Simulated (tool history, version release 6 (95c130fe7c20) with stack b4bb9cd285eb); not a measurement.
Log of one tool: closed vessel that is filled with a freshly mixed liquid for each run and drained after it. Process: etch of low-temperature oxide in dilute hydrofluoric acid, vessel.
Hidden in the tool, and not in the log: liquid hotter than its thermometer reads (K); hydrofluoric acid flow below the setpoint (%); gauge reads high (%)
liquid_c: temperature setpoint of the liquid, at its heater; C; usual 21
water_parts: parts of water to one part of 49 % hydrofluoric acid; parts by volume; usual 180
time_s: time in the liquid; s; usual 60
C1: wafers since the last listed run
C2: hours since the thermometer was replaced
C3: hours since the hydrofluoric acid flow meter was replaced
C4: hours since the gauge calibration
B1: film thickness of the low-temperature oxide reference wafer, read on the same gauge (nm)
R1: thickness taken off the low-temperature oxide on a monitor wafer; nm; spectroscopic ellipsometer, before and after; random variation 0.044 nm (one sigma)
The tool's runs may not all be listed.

run 1 day=0 | liquid_c=21 water_parts=180 time_s=35 | C1=0 C2=2356.4 C3=1154 C4=168.1 | B1=100.03 | R1=4.06
run 2 day=2.896 | liquid_c=21 water_parts=180 time_s=35 | C1=10498 C2=2425.9 C3=1223.5 C4=237.6 | B1=99.99 | R1=4.05
run 3 day=3.471 | liquid_c=21 water_parts=140 time_s=60 | C1=2084 C2=2439.7 C3=1237.3 C4=251.4 | B1=99.99 | R1=9.33
run 4 day=4.617 | liquid_c=21 water_parts=120 time_s=60 | C1=4154 C2=2467.2 C3=1264.8 C4=278.9 | B1=99.96 | R1=11.02
run 5 day=5.654 | liquid_c=21 water_parts=120 time_s=60 | C1=3761 C2=2492.1 C3=1289.7 C4=303.8 | B1=100.01 | R1=11.11
run 6 day=6.738 | liquid_c=21 water_parts=120 time_s=60 | C1=3927 C2=2518.1 C3=1315.7 C4=329.8 | B1=100.01 | R1=11
run 7 day=7.479 | liquid_c=21 water_parts=230 time_s=60 | C1=2688 C2=2535.9 C3=1333.5 C4=347.6 | B1=100.02 | R1=5.15
run 8 day=8.721 | liquid_c=21 water_parts=180 time_s=60 | C1=4501 C2=2565.7 C3=1363.3 C4=377.4 | B1=99.98 | R1=6.91
run 9 day=9.858 | liquid_c=21 water_parts=180 time_s=60 | C1=4123 C2=2593 C3=1390.6 C4=404.7 | B1=99.98 | R1=6.9
run 10 day=10.792 | liquid_c=21 water_parts=180 time_s=60 | C1=3383 C2=2615.4 C3=1413 C4=427.1 | B1=99.98 | R1=6.9
-- day=11.967 gauge calibrated
run 11 day=12.062 | liquid_c=21 water_parts=180 time_s=60 | C1=4607 C2=2645.9 C3=1443.5 C4=2.3 | B1=99.97 | R1=6.93
-- day=12.929 hydrofluoric acid flow meter replaced
-- day=12.954 thermometer replaced
run 12 day=13.221 | liquid_c=21 water_parts=180 time_s=60 | C1=3959 C2=6.4 C3=7 C4=30.1 | B1=100.03 | R1=7.33
run 13 day=13.746 | liquid_c=21 water_parts=180 time_s=60 | C1=1903 C2=19 C3=19.6 C4=42.7 | B1=99.99 | R1=7.3
run 14 day=14.871 | liquid_c=17 water_parts=180 time_s=60 | C1=4078 C2=46 C3=46.6 C4=69.7 | B1=100 | R1=6.27
run 15 day=15.875 | liquid_c=18 water_parts=145 time_s=30 | C1=3640 C2=70.1 C3=70.7 C4=93.8 | B1=100.02 | R1=4.19
run 16 day=16.575 | liquid_c=22.5 water_parts=180 time_s=30 | C1=2537 C2=86.9 C3=87.5 C4=110.6 | B1=100.02 | R1=3.85
run 17 day=17.9 | liquid_c=21 water_parts=115 time_s=60 | C1=4803 C2=118.7 C3=119.3 C4=142.4 | B1=99.98 | R1=12.33
run 18 day=18.675 | liquid_c=18 water_parts=180 time_s=30 | C1=2809 C2=137.3 C3=137.9 C4=161 | B1=99.98 | R1=3.25
run 19 day=20.05 | liquid_c=21 water_parts=120 time_s=90 | C1=4985 C2=170.3 C3=170.9 C4=194 | B1=99.99 | R1=17.32
run 20 day=20.958 | liquid_c=26 water_parts=105 time_s=50 | C1=3293 C2=192.1 C3=192.7 C4=215.8 | B1=100.02 | R1=13.71
run 21 day=21.471 | liquid_c=24.5 water_parts=155 time_s=60 | C1=1858 C2=204.4 C3=205 C4=228.1 | B1=100 | R1=9.93

Forecast run 22:
run 22 day=22.683 | liquid_c=21 water_parts=120 time_s=60 | C1=4395 C2=233.5 C3=234.1 C4=257.2 | B1=? | R1=?

B1: 99.97
R1: 11.59 nm
Without the tool's hidden state the same run would have given R1 11.79 nm.
